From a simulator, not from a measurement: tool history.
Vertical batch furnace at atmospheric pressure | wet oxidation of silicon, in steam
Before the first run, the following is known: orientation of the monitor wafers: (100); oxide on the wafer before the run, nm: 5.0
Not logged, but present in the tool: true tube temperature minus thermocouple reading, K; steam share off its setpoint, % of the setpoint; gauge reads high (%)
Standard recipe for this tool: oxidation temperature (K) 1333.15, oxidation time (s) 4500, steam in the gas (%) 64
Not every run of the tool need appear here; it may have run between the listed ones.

run,hour,oxidation temperature (K),oxidation time (s),steam in the gas (%),wafers since the last listed run,hours since the last temperature calibration,hours since the steam generator was serviced,hours since the gauge calibration,"read-back reference wafer on the same gauge, thickness",oxide thickness on the monitor wafer (nm)
1,0,1333.15,4500,64,0,1224.2,3088.2,716.9,556.81,614.82
2,67.1,1333.15,4500,64,481,1291.3,3155.3,784,558.05,617.69
3,128.9,1333.15,4500,64,443,1353.1,3217.1,845.8,556.54,613.96
4,186.6,1333.15,4500,64,413,1410.8,3274.8,903.5,557.2,615.99
5,230.9,1333.15,4500,64,317,1455.1,3319.1,947.8,556.65,617.05
6,261.8,1333.15,4500,71,221,1486,3350,978.7,557.14,650.37
7,301.9,1333.15,4500,64,287,1526.1,3390.1,1018.8,556.14,616.73
8,345.2,1333.15,4500,64,310,1569.4,3433.4,1062.1,557.77,613.26
9,393.4,1333.15,4500,64,345,1617.6,3481.6,1110.3,556.79,617
# hour 418: thermocouples replaced and temperature profile calibrated
10,451.6,1333.15,4500,64,245,33.6,3539.8,1168.5,556.64,602.84
11,516.5,1333.15,4500,64,465,98.5,3604.7,1233.4,557.38,601.34
12,545.5,1333.15,4500,64,207,127.5,3633.7,1262.4,556.99,603.51
13,600.1,1333.15,4500,60,391,182.1,3688.3,1317,556.74,582.52
14,663.1,1333.15,4500,56,451,245.1,3751.3,1380,557.13,558.62
# hour 675.6: gauge calibrated
15,694.9,1313.15,6480,54,228,276.9,3783.1,19.3,556.73,618.05
16,733.5,1333.15,5580,71,276,315.5,3821.7,57.9,557.15,739.33
17,803.7,1313.15,3750,71,503,385.7,3891.9,128.1,557.08,519.32
18,851,1342.15,5880,64,339,433,3939.2,175.4,557.31,742.36
# hour 909.8: steam generator serviced
19,911.5,1333.15,4500,64,261,493.5,1.7,235.9,557.51,606.87
20,949.2,1310.15,4500,64,270,531.2,39.4,273.6,557.42,538.99
21,993.6,1347.15,3240,71,318,575.6,83.8,318,556.16,576.22
22,1059.9,1333.15,4500,64,475,641.9,150.1,384.3,556.56,613.82
23,1110.8,1333.15,4500,64,364,692.8,201,435.2,557.08,611.33
24,1180.2,1333.15,4500,64,497,762.2,270.4,504.6,557.09,615.28
25,1247.3,1333.15,4500,64,481,829.3,337.5,571.7,556.57,611.88
26,1284.4,1318.15,5940,72,266,866.4,374.6,608.8,556.65,717.65
27,1350.6,1333.15,5760,64,474,932.6,440.8,675,557.23,708.36

Consider 4 possible next runs. They are alternatives, not a sequence: every one starts from the tool as it was left by run 27. What does each give?
A,1356.6,1333.15,5400,64,43,938.6,446.8,681,?,?
B,1356.6,1318.15,3510,74,43,938.6,446.8,681,?,?
C,1356.6,1333.15,5730,59,43,938.6,446.8,681,?,?
D,1356.6,1353.15,4500,64,43,938.6,446.8,681,?,?

run,"read-back reference wafer on the same gauge, thickness",oxide thickness on the monitor wafer (nm)
A,557.31,682.85
B,557.31,532.34
C,557.31,674.07
D,557.31,672.51
Stripped of hidden state, with their random variation kept, the same runs would have yielded:
run,oxide thickness on the monitor wafer (nm)
A,668.1
B,519.11
C,659.44
D,659.47
